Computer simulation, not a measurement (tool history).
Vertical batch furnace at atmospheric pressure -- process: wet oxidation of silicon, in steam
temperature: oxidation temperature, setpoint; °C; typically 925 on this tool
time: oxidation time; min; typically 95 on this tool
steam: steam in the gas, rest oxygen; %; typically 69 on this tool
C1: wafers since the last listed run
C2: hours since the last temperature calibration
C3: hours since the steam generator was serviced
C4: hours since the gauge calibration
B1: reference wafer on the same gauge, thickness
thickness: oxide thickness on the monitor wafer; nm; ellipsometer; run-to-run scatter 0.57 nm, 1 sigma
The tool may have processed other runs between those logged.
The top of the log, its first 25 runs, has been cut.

run 26 day=58.533 | temperature=925 time=136.5 steam=69 | C1=378 C2=532.7 C3=404.4 C4=774.4 | B1=227.97 | thickness=271.85
run 27 day=59.783 | temperature=925 time=95 steam=73 | C1=289 C2=562.7 C3=434.4 C4=804.4 | B1=228.02 | thickness=213.51
run 28 day=61.067 | temperature=925 time=95 steam=72 | C1=297 C2=593.5 C3=465.2 C4=835.2 | B1=227.94 | thickness=209.62
run 29 day=62.267 | temperature=925 time=95 steam=69 | C1=277 C2=622.3 C3=494 C4=864 | B1=227.95 | thickness=202.82
run 30 day=64.367 | temperature=939 time=108.5 steam=65 | C1=486 C2=672.7 C3=544.4 C4=914.4 | B1=227.9 | thickness=247.84
run 31 day=66.471 | temperature=906 time=62 steam=63 | C1=487 C2=723.2 C3=594.9 C4=964.9 | B1=227.97 | thickness=103.6
run 32 day=67.55 | temperature=925 time=95 steam=69 | C1=249 C2=749.1 C3=620.8 C4=990.8 | B1=227.9 | thickness=203.2
run 33 day=69.3 | temperature=925 time=95 steam=69 | C1=405 C2=791.1 C3=662.8 C4=1032.8 | B1=228.15 | thickness=202.97
run 34 day=70.329 | temperature=925 time=95 steam=79 | C1=238 C2=815.8 C3=687.5 C4=1057.5 | B1=228.09 | thickness=226.81
run 35 day=72.458 | temperature=934 time=114.5 steam=78 | C1=492 C2=866.9 C3=738.6 C4=1108.6 | B1=228.05 | thickness=283.94
run 36 day=74.958 | temperature=925 time=95 steam=69 | C1=578 C2=926.9 C3=798.6 C4=1168.6 | B1=228.21 | thickness=204.7
run 37 day=76.5 | temperature=925 time=95 steam=69 | C1=356 C2=963.9 C3=835.6 C4=1205.6 | B1=228.03 | thickness=203.55
run 38 day=83.05 | temperature=904 time=117.5 steam=77 | C1=1516 C2=1121.1 C3=992.8 C4=1362.8 | B1=228.07 | thickness=212.19

What if the next run were any one of these 4? Each begins from the tool's condition after run 38:
run A day=83.258 | temperature=925 time=95 steam=59 | C1=48 C2=1126.1 C3=997.8 C4=1367.8 | B1=? | thickness=?
run B day=83.258 | temperature=949 time=80.5 steam=76 | C1=48 C2=1126.1 C3=997.8 C4=1367.8 | B1=? | thickness=?
run C day=83.258 | temperature=925 time=50 steam=62 | C1=48 C2=1126.1 C3=997.8 C4=1367.8 | B1=? | thickness=?
run D day=83.258 | temperature=919 time=70.5 steam=65 | C1=48 C2=1126.1 C3=997.8 C4=1367.8 | B1=? | thickness=?

run=A B1=227.95 thickness=179.56
run=B B1=227.95 thickness=245.23
run=C B1=227.95 thickness=107.53
run=D B1=227.95 thickness=141.57
What these runs would have given with no unlogged condition in the tool:
run=A thickness=173.39
run=B thickness=237.49
run=C thickness=103.47
run=D thickness=136.31
